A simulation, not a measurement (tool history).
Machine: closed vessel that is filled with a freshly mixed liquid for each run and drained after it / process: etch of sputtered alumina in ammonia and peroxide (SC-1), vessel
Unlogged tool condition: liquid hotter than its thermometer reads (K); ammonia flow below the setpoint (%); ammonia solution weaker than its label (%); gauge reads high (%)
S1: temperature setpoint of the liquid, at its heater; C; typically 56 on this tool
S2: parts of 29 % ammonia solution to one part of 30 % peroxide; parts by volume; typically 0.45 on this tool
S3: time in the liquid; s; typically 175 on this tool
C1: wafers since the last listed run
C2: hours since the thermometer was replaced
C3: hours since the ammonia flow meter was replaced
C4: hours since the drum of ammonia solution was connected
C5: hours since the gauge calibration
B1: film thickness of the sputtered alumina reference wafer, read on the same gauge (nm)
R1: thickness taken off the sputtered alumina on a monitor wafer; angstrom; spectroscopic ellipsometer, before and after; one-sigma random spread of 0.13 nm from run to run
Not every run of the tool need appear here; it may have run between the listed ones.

| run | hour | S1 | S2 | S3 | C1 | C2 | C3 | C4 | C5 | B1 | R1 |
|---|---|---|---|---|---|---|---|---|---|---|---|
| 1 | 0 | 56 | 0.45 | 175 | 0 | 192.4 | 1912.7 | 232 | 796.8 | 60.01 | 156.4 |
| 2 | 35.9 | 56 | 0.45 | 175 | 4570 | 228.3 | 1948.6 | 267.9 | 832.7 | 60.01 | 157.7 |
| 3 | 59.5 | 56 | 0.45 | 175 | 3004 | 251.9 | 1972.2 | 291.5 | 856.3 | 59.99 | 158.8 |
|  | 92.1 | gauge calibrated |
| 4 | 95.1 | 56 | 0.45 | 175 | 4532 | 287.5 | 2007.8 | 327.1 | 3 | 60.01 | 157.4 |
| 5 | 137.7 | 56 | 0.55 | 225 | 5423 | 330.1 | 2050.4 | 369.7 | 45.6 | 60 | 208.4 |
| 6 | 170.2 | 56 | 0.45 | 230 | 4137 | 362.6 | 2082.9 | 402.2 | 78.1 | 60.03 | 207.4 |
| 7 | 194.9 | 56 | 0.45 | 230 | 3144 | 387.3 | 2107.6 | 426.9 | 102.8 | 59.99 | 210 |
| 8 | 219.6 | 56 | 0.45 | 230 | 3144 | 412 | 2132.3 | 451.6 | 127.5 | 60.02 | 212.6 |
| 9 | 234.7 | 56 | 0.45 | 175 | 1922 | 427.1 | 2147.4 | 466.7 | 142.6 | 60 | 160.5 |
| 10 | 262.1 | 56 | 0.3 | 175 | 3488 | 454.5 | 2174.8 | 494.1 | 170 | 60 | 158.2 |
| 11 | 288.8 | 59 | 0.35 | 105 | 3399 | 481.2 | 2201.5 | 520.8 | 196.7 | 60 | 112.7 |
| 12 | 316.2 | 56 | 0.45 | 140 | 3488 | 508.6 | 2228.9 | 548.2 | 224.1 | 60.01 | 132 |
| 13 | 336.4 | 56 | 0.45 | 135 | 2571 | 528.8 | 2249.1 | 568.4 | 244.3 | 59.98 | 126.1 |
| 14 | 367.8 | 52.5 | 0.4 | 115 | 3997 | 560.2 | 2280.5 | 599.8 | 275.7 | 59.99 | 89 |
|  | 409.7 | new drum of ammonia solution connected |
| 15 | 430.7 | 56 | 0.6 | 175 | 7880 | 623.1 | 2343.4 | 21 | 338.6 | 60.04 | 171.2 |
| 16 | 452.4 | 56 | 0.35 | 175 | 2762 | 644.8 | 2365.1 | 42.7 | 360.3 | 59.97 | 162.6 |
|  | 473 | ammonia flow meter replaced |
| 17 | 547.6 | 56 | 0.45 | 175 | 11993 | 740 | 74.6 | 137.9 | 455.5 | 59.99 | 169 |
| 18 | 565.5 | 64 | 0.6 | 90 | 2278 | 757.9 | 92.5 | 155.8 | 473.4 | 60 | 134.4 |
| 19 | 589.7 | 56 | 0.45 | 175 | 3081 | 782.1 | 116.7 | 180 | 497.6 | 59.98 | 168.6 |
| 20 | 611.1 | 47 | 0.35 | 85 | 2724 | 803.5 | 138.1 | 201.4 | 519 | 59.96 | 49.5 |
|  | 612.8 | thermometer replaced |
| 21 | 640.9 | 64 | 0.3 | 85 | 3666 | 28.1 | 167.9 | 231.2 | 548.8 | 59.98 | 110.7 |
| 22 | 670.5 | 59 | 0.45 | 130 | 3768 | 57.7 | 197.5 | 260.8 | 578.4 | 60.04 | 136.7 |
| 23 | 685.3 | 50.5 | 0.6 | 130 | 1884 | 72.5 | 212.3 | 275.6 | 593.2 | 59.98 | 89.1 |
| 24 | 765.4 | 52.5 | 0.4 | 75 | 10197 | 152.6 | 292.4 | 355.7 | 673.3 | 60.02 | 55.4 |
| 25 | 799.7 | 51.5 | 0.65 | 175 | 4366 | 186.9 | 326.7 | 390 | 707.6 | 59.97 | 130.8 |
| 26 | 828.3 | 63.5 | 0.55 | 175 | 3641 | 215.5 | 355.3 | 418.6 | 736.2 | 60.03 | 236.8 |
| 27 | 856.3 | 56 | 0.45 | 175 | 3564 | 243.5 | 383.3 | 446.6 | 764.2 | 59.96 | 159.3 |

Branching from run 27: 5 alternative next runs. What would each branch give?
| A | 857 | 56 | 0.45 | 175 | 89 | 244.2 | 384 | 447.3 | 764.9 | ? | ? |
| B | 857 | 56 | 0.25 | 175 | 89 | 244.2 | 384 | 447.3 | 764.9 | ? | ? |
| C | 857 | 60.5 | 0.3 | 225 | 89 | 244.2 | 384 | 447.3 | 764.9 | ? | ? |
| D | 857 | 65.5 | 0.4 | 85 | 89 | 244.2 | 384 | 447.3 | 764.9 | ? | ? |
| E | 857 | 52.5 | 0.3 | 255 | 89 | 244.2 | 384 | 447.3 | 764.9 | ? | ? |

| run | B1 | R1 |
|---|---|---|
| A | 59.99 | 159.5 |
| B | 59.99 | 150.8 |
| C | 59.99 | 249 |
| D | 59.99 | 124.1 |
| E | 59.99 | 185.7 |
With the hidden condition removed and each run's random variation left untouched, the same runs would have given:
| run | R1 |
|---|---|
| A | 152.5 |
| B | 144.2 |
| C | 238.4 |
| D | 119 |
| E | 177.4 |
